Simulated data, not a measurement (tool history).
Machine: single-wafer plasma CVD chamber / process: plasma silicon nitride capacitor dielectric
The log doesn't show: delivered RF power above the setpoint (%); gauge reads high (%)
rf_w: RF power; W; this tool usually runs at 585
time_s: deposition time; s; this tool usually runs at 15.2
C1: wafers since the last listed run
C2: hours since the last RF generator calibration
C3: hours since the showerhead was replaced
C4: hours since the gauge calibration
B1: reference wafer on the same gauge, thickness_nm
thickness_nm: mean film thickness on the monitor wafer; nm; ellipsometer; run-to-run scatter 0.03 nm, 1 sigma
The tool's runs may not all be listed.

Run 1, hour 0.0: usual settings but rf_w 615 W; C1 0; C2 2080.6; C3 6598.7; C4 135.5; B1 19.315. Result: thickness_nm 20.485 nm.
Run 2, hour 7.4: usual settings but rf_w 615 W; C1 163; C2 2088.0; C3 6606.1; C4 142.9; B1 19.307. Result: thickness_nm 20.425 nm.
Run 3, hour 14.4: usual settings but time_s 15.9 s; C1 154; C2 2095.0; C3 6613.1; C4 149.9; B1 19.292. Result: thickness_nm 21.029 nm.
At hour 17.0: gauge calibrated.
Run 4, hour 31.1: usual settings but time_s 15.9 s; C1 369; C2 2111.7; C3 6629.8; C4 14.1; B1 19.423. Result: thickness_nm 21.129 nm.
Run 5, hour 43.2: usual settings but time_s 15.9 s; C1 267; C2 2123.8; C3 6641.9; C4 26.2; B1 19.411. Result: thickness_nm 21.163 nm.
Run 6, hour 50.4: usual settings; C1 159; C2 2131.0; C3 6649.1; C4 33.4; B1 19.410. Result: thickness_nm 20.150 nm.
Run 7, hour 56.8: usual settings but rf_w 640 W; C1 141; C2 2137.4; C3 6655.5; C4 39.8; B1 19.402. Result: thickness_nm 20.781 nm.
Run 8, hour 74.3: usual settings but rf_w 520 W, time_s 16.9 s; C1 386; C2 2154.9; C3 6673.0; C4 57.3; B1 19.405. Result: thickness_nm 21.652 nm.
Run 9, hour 85.7: usual settings but time_s 16.3 s; C1 252; C2 2166.3; C3 6684.4; C4 68.7; B1 19.402. Result: thickness_nm 21.725 nm.
Run 10, hour 95.4: usual settings but rf_w 620 W; C1 214; C2 2176.0; C3 6694.1; C4 78.4; B1 19.388. Result: thickness_nm 20.571 nm.
Run 11, hour 102.5: usual settings; C1 156; C2 2183.1; C3 6701.2; C4 85.5; B1 19.382. Result: thickness_nm 20.222 nm.
At hour 143.5: showerhead replaced.
Run 12, hour 146.8: usual settings; C1 802; C2 2227.4; C3 3.3; C4 129.8; B1 19.338. Result: thickness_nm 20.151 nm.
Run 13, hour 160.5: usual settings but rf_w 555 W, time_s 13.3 s; C1 302; C2 2241.1; C3 17.0; C4 143.5; B1 19.322. Result: thickness_nm 17.306 nm.
Run 14, hour 170.8: usual settings but rf_w 625 W, time_s 13.8 s; C1 227; C2 2251.4; C3 27.3; C4 153.8; B1 19.299. Result: thickness_nm 18.622 nm.
Run 15, hour 188.0: usual settings but rf_w 480 W; C1 380; C2 2268.6; C3 44.5; C4 171.0; B1 19.283. Result: thickness_nm 18.827 nm.
At hour 197.1: gauge calibrated.
At hour 199.1: RF generator calibrated.
Run 16, hour 199.6: usual settings but rf_w 690 W, time_s 16.4 s; C1 79; C2 0.5; C3 56.1; C4 2.5; B1 19.409. Result: thickness_nm 22.959 nm.
Run 17, hour 215.2: usual settings but time_s 14.4 s; C1 344; C2 16.1; C3 71.7; C4 18.1; B1 19.409. Result: thickness_nm 19.148 nm.
Run 18, hour 232.0: usual settings but rf_w 700 W; C1 371; C2 32.9; C3 88.5; C4 34.9; B1 19.400. Result: thickness_nm 21.357 nm.
Run 19, hour 244.6: usual settings but time_s 18.1 s; C1 278; C2 45.5; C3 101.1; C4 47.5; B1 19.402. Result: thickness_nm 23.979 nm.
Run 20, hour 252.4: usual settings; C1 172; C2 53.3; C3 108.9; C4 55.3; B1 19.389. Result: thickness_nm 20.185 nm.
Run 21, hour 263.5: usual settings but rf_w 625 W; C1 245; C2 64.4; C3 120.0; C4 66.4; B1 19.398. Result: thickness_nm 20.646 nm.
Run 22, hour 299.4: usual settings; C1 793; C2 100.3; C3 155.9; C4 102.3; B1 19.362. Result: thickness_nm 20.146 nm.
Run 23, hour 315.7: usual settings; C1 360; C2 116.6; C3 172.2; C4 118.6; B1 19.349. Result: thickness_nm 20.136 nm.

Forecast run 24:
Run 24, hour 331.9: usual settings but rf_w 630 W, time_s 17.3 s; C1 358; C2 132.8; C3 188.4; C4 134.8; B1 ?. Result: thickness_nm ?.

B1: 19.328
thickness_nm: 23.442 nm
Without the tool's hidden state the same run would have given thickness_nm 23.527 nm.
